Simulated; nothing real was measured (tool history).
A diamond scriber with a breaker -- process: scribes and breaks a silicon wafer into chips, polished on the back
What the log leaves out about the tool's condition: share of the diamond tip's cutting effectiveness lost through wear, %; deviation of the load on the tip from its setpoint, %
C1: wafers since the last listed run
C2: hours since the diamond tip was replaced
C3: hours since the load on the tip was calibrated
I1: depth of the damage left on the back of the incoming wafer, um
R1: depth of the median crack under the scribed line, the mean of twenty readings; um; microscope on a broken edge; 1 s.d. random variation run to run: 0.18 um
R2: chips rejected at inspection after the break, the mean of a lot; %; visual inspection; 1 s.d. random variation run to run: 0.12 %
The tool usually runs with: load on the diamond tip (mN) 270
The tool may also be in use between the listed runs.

Run 1, hour 0.0: usual settings; C1 0; C2 733.6; C3 2046.0; I1 0.04. Result: R1 12.99 um, R2 1.80 %.
Run 2, hour 17.6: usual settings; C1 21; C2 751.2; C3 2063.6; I1 0.04. Result: R1 13.02 um, R2 1.62 %.
Run 3, hour 34.5: usual settings but load on the diamond tip (mN) 249; C1 20; C2 768.1; C3 2080.5; I1 0.02. Result: R1 12.38 um, R2 2.12 %.
Run 4, hour 47.5: usual settings but load on the diamond tip (mN) 249; C1 15; C2 781.1; C3 2093.5; I1 0.04. Result: R1 12.59 um, R2 1.98 %.
Run 5, hour 60.2: usual settings but load on the diamond tip (mN) 221; C1 15; C2 793.8; C3 2106.2; I1 0.05. Result: R1 11.68 um, R2 3.03 %.
Run 6, hour 68.7: usual settings but load on the diamond tip (mN) 252; C1 10; C2 802.3; C3 2114.7; I1 0.02. Result: R1 12.79 um, R2 2.01 %.
Run 7, hour 80.8: usual settings but load on the diamond tip (mN) 252; C1 14; C2 814.4; C3 2126.8; I1 0.05. Result: R1 12.52 um, R2 1.82 %.
At hour 84.8: diamond tip replaced by a new one.
Run 8, hour 96.1: usual settings; C1 16; C2 11.3; C3 2142.1; I1 0.03. Result: R1 13.19 um, R2 2.00 %.
Run 9, hour 110.4: usual settings; C1 17; C2 25.6; C3 2156.4; I1 0.02. Result: R1 12.60 um, R2 1.58 %.
Run 10, hour 120.9: usual settings; C1 12; C2 36.1; C3 2166.9; I1 0.02. Result: R1 12.66 um, R2 1.74 %.
Run 11, hour 136.8: usual settings but load on the diamond tip (mN) 295; C1 19; C2 52.0; C3 2182.8; I1 0.03. Result: R1 13.88 um, R2 1.97 %.
Run 12, hour 145.6: usual settings but load on the diamond tip (mN) 294; C1 10; C2 60.8; C3 2191.6; I1 0.02. Result: R1 13.76 um, R2 2.03 %.
At hour 163.6: load on the tip recalibrated.
Run 13, hour 164.1: usual settings but load on the diamond tip (mN) 218; C1 20; C2 79.3; C3 0.5; I1 0.02. Result: R1 11.64 um, R2 3.13 %.
Run 14, hour 170.4: usual settings but load on the diamond tip (mN) 328; C1 7; C2 85.6; C3 6.8; I1 0.02. Result: R1 14.26 um, R2 2.92 %.
Run 15, hour 186.9: usual settings but load on the diamond tip (mN) 209; C1 20; C2 102.1; C3 23.3; I1 0.03. Result: R1 11.29 um, R2 4.20 %.
Run 16, hour 224.3: usual settings but load on the diamond tip (mN) 225; C1 45; C2 139.5; C3 60.7; I1 0.02. Result: R1 11.63 um, R2 2.76 %.
Run 17, hour 236.9: usual settings but load on the diamond tip (mN) 300; C1 15; C2 152.1; C3 73.3; I1 0.04. Result: R1 13.67 um, R2 2.22 %.
Run 18, hour 244.9: usual settings but load on the diamond tip (mN) 236; C1 9; C2 160.1; C3 81.3; I1 0.02. Result: R1 12.12 um, R2 2.05 %.
Run 19, hour 259.3: usual settings; C1 17; C2 174.5; C3 95.7; I1 0.01. Result: R1 13.10 um, R2 1.67 %.
Run 20, hour 272.9: usual settings; C1 16; C2 188.1; C3 109.3; I1 0.03. Result: R1 13.00 um, R2 1.89 %.

5 ways to go on from here, each from the tool as it stands after run 20. What would each give?
Run A, hour 273.6: usual settings; C1 0; C2 188.8; C3 110.0; I1 0.04. Result: R1 ?, R2 ?.
Run B, hour 273.6: usual settings but load on the diamond tip (mN) 227; C1 0; C2 188.8; C3 110.0; I1 0.04. Result: R1 ?, R2 ?.
Run C, hour 273.6: usual settings but load on the diamond tip (mN) 348; C1 0; C2 188.8; C3 110.0; I1 0.04. Result: R1 ?, R2 ?.
Run D, hour 273.6: usual settings but load on the diamond tip (mN) 313; C1 0; C2 188.8; C3 110.0; I1 0.04. Result: R1 ?, R2 ?.
Run E, hour 273.6: usual settings but load on the diamond tip (mN) 207; C1 0; C2 188.8; C3 110.0; I1 0.04. Result: R1 ?, R2 ?.

run     R1    R2
  A  13.08  1.71
  B  12.00  2.63
  C  14.93  3.88
  D  14.11  2.43
  E  11.48  3.81
The same runs, with their run-to-run variation unchanged, on a tool lacking any hidden condition would have given:
run     R1    R2
  A  13.08  1.71
  B  12.00  2.63
  C  14.93  3.88
  D  14.11  2.43
  E  11.48  3.81

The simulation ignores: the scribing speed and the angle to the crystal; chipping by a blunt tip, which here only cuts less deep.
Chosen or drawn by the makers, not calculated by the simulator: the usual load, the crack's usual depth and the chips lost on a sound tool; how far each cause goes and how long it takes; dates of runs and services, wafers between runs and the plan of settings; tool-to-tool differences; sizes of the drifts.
